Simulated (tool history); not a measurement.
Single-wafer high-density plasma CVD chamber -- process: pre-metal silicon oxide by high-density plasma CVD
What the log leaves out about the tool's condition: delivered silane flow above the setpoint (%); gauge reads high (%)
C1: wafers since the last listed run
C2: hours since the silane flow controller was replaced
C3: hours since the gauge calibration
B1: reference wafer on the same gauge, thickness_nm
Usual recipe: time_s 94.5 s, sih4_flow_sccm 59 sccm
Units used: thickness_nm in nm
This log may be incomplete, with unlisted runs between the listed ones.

Run 1, day 0.000: usual settings; C1 0; C2 1594.7; C3 95.9; B1 518.746. Result: thickness_nm 520.830 nm.
Run 2, day 1.212: usual settings but time_s 84.8 s; C1 525; C2 1623.8; C3 125.0; B1 519.159. Result: thickness_nm 467.196 nm.
Run 3, day 2.221: usual settings; C1 436; C2 1648.0; C3 149.2; B1 519.057. Result: thickness_nm 519.840 nm.
Run 4, day 3.167: usual settings; C1 409; C2 1670.7; C3 171.9; B1 518.996. Result: thickness_nm 520.468 nm.
Run 5, day 3.775: usual settings; C1 263; C2 1685.3; C3 186.5; B1 518.947. Result: thickness_nm 520.985 nm.
Run 6, day 4.875: usual settings; C1 476; C2 1711.7; C3 212.9; B1 519.123. Result: thickness_nm 519.831 nm.
At day 6.583: silane flow controller replaced.
Run 7, day 6.604: usual settings; C1 604; C2 0.5; C3 254.4; B1 518.926. Result: thickness_nm 502.638 nm.
Run 8, day 7.562: usual settings but sih4_flow_sccm 63 sccm; C1 414; C2 23.5; C3 277.4; B1 518.896. Result: thickness_nm 524.936 nm.
Run 9, day 8.392: usual settings; C1 359; C2 43.4; C3 297.3; B1 519.046. Result: thickness_nm 504.052 nm.
Run 10, day 9.517: usual settings; C1 487; C2 70.4; C3 324.3; B1 518.893. Result: thickness_nm 505.604 nm.
Run 11, day 10.075: usual settings but time_s 79.5 s, sih4_flow_sccm 56 sccm; C1 241; C2 83.8; C3 337.7; B1 519.088. Result: thickness_nm 411.712 nm.
At day 10.092: gauge calibrated.
Run 12, day 11.162: usual settings but time_s 105.9 s; C1 470; C2 109.9; C3 25.7; B1 518.792. Result: thickness_nm 566.734 nm.
Run 13, day 11.779: usual settings; C1 267; C2 124.7; C3 40.5; B1 518.731. Result: thickness_nm 505.252 nm.
Run 14, day 12.750: usual settings but time_s 86.3 s, sih4_flow_sccm 53 sccm; C1 420; C2 148.0; C3 63.8; B1 518.908. Result: thickness_nm 432.472 nm.
Run 15, day 14.142: usual settings but time_s 108.6 s, sih4_flow_sccm 65 sccm; C1 602; C2 181.4; C3 97.2; B1 519.064. Result: thickness_nm 618.015 nm.

Alternative continuations, all from the tool just after run 15; predict every row:
Run A, day 14.158: usual settings but sih4_flow_sccm 70 sccm; C1 7; C2 181.8; C3 97.6; B1 ?. Result: thickness_nm ?.
Run B, day 14.158: usual settings but sih4_flow_sccm 66 sccm; C1 7; C2 181.8; C3 97.6; B1 ?. Result: thickness_nm ?.
Run C, day 14.158: usual settings but time_s 78.1 s; C1 7; C2 181.8; C3 97.6; B1 ?. Result: thickness_nm ?.

run       B1  thickness_nm
  A  518.823       564.414
  B  518.823       543.441
  C  518.823       418.796
Stripped of hidden state, with their random variation kept, the same runs would have yielded:
run  thickness_nm
  A       556.590
  B       535.908
  C       412.991

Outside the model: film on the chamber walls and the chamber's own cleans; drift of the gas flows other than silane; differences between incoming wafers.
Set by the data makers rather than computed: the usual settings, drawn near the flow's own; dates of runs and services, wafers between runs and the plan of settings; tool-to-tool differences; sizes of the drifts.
